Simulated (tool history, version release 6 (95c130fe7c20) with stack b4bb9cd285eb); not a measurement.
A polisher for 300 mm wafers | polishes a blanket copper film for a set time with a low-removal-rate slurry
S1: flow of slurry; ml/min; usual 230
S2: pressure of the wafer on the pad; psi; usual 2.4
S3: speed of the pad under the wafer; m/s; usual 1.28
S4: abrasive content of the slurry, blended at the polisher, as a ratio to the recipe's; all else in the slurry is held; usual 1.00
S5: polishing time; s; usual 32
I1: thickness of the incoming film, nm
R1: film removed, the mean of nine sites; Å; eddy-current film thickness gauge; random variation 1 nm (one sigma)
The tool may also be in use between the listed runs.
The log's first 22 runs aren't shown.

| run | hour | S1 | S2 | S3 | S4 | S5 | I1 | R1 |
|---|---|---|---|---|---|---|---|---|
| 23 | 1051.7 | 230 | 1.6 | 1.28 | 1.00 | 32 | 1484.0 | 610 |
|  | 1057.1 | head pressure recalibrated |
|  | 1212.5 | worn pad replaced by a new one |
| 24 | 1245.6 | 160 | 2.2 | 1.28 | 0.75 | 27 | 1474.9 | 619 |
|  | 1262.1 | slurry nozzle cleaned |
| 25 | 1291.0 | 230 | 2.0 | 1.52 | 1.00 | 32 | 1485.2 | 860 |
|  | 1332.1 | slurry blender recalibrated |
| 26 | 1356.3 | 230 | 2.4 | 1.28 | 1.20 | 32 | 1494.9 | 982 |
| 27 | 1428.3 | 160 | 2.4 | 1.62 | 1.00 | 32 | 1511.8 | 1101 |
| 28 | 1495.7 | 280 | 2.9 | 1.00 | 1.15 | 32 | 1480.3 | 959 |
| 29 | 1546.3 | 230 | 1.8 | 1.28 | 1.20 | 36 | 1469.9 | 803 |
| 30 | 1576.4 | 230 | 2.4 | 1.28 | 1.00 | 32 | 1476.3 | 903 |
| 31 | 1620.8 | 230 | 2.4 | 0.94 | 0.90 | 37 | 1475.2 | 806 |

3 ways to go on from here, each from the tool as it stands after run 31. What would each give?
| A | 1621.2 | 230 | 2.4 | 1.28 | 1.00 | 32 | 1497.0 | ? |
| B | 1621.2 | 230 | 2.4 | 0.96 | 1.00 | 36 | 1497.0 | ? |
| C | 1621.2 | 230 | 2.4 | 1.28 | 0.90 | 32 | 1497.0 | ? |

| run | R1 |
|---|---|
| A | 907 |
| B | 808 |
| C | 886 |
Without the tool's hidden state the same runs would have given:
| run | R1 |
|---|---|
| A | 931 |
| B | 829 |
| C | 909 |
